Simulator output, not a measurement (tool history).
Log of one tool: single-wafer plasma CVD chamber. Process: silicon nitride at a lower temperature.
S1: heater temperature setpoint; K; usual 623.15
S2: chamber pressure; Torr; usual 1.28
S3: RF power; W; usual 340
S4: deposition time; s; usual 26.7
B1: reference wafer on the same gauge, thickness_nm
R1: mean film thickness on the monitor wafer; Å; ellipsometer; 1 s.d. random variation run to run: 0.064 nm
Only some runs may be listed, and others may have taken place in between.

run	hour	S1	S2	S3	S4	B1	R1
1	0.0	623.15	1.28	340	26.7	30.286	286.60
2	107.4	623.15	1.15	340	26.7	30.299	275.87
3	141.1	623.15	1.15	340	26.7	30.280	276.56
4	156.5	623.15	1.28	370	26.7	30.275	297.79
5	182.2	623.15	1.28	370	26.7	30.312	297.67
6	208.3	623.15	1.28	370	26.7	30.308	297.90
# hour 223.6: capacitance manometer re-zeroed and calibrated
# hour 231.2: RF generator calibrated
7	237.6	623.15	1.18	340	26.7	30.300	288.89
8	253.5	623.15	1.28	340	30.4	30.301	336.99
9	272.3	623.15	1.28	340	30.4	30.297	335.00
10	307.2	610.15	1.58	340	29.4	30.312	347.17
# hour 337.2: thermocouple changed; heater temperature recalibrated
11	343.2	632.15	1.28	400	28.5	30.313	343.70
12	366.7	630.15	1.16	305	30.9	30.300	311.70
# hour 377.5: showerhead replaced, of another model than before
13	383.8	611.15	1.28	340	26.7	30.291	292.27
# hour 416.3: gauge calibrated
14	416.4	613.15	1.28	275	23.2	30.308	201.69
15	429.0	623.15	1.28	340	26.7	30.301	290.91
16	462.9	630.15	1.28	380	29.3	30.291	350.73
17	495.6	609.15	1.11	380	25.0	30.302	292.75
18	525.9	615.15	1.28	340	26.7	30.294	290.39

Hidden state or all else? Some run-to-run changes of R1, split into what the settings, what came in and random variation would give without the hidden state, and what is left for the hidden state (with any gauge scatter that isn't in both results):
The tool's hidden condition here consists of: wafer temperature above the value expected at the setpoint (K); delivered RF power above the setpoint (%); true pressure above the setpoint (%); gauge reads high (%).
Run 6 -> 7: S2 1.28 -> 1.18, S3 370 -> 340, capacitance manometer re-zeroed and calibrated, RF generator calibrated. R1 -9.01 Å: hidden state +11.62, all else -20.63.
Run 13 -> 14: S1 611.15 -> 613.15, S3 340 -> 275, S4 26.7 -> 23.2, gauge calibrated. R1 -90.58 Å: hidden state +1.89, all else -92.47.
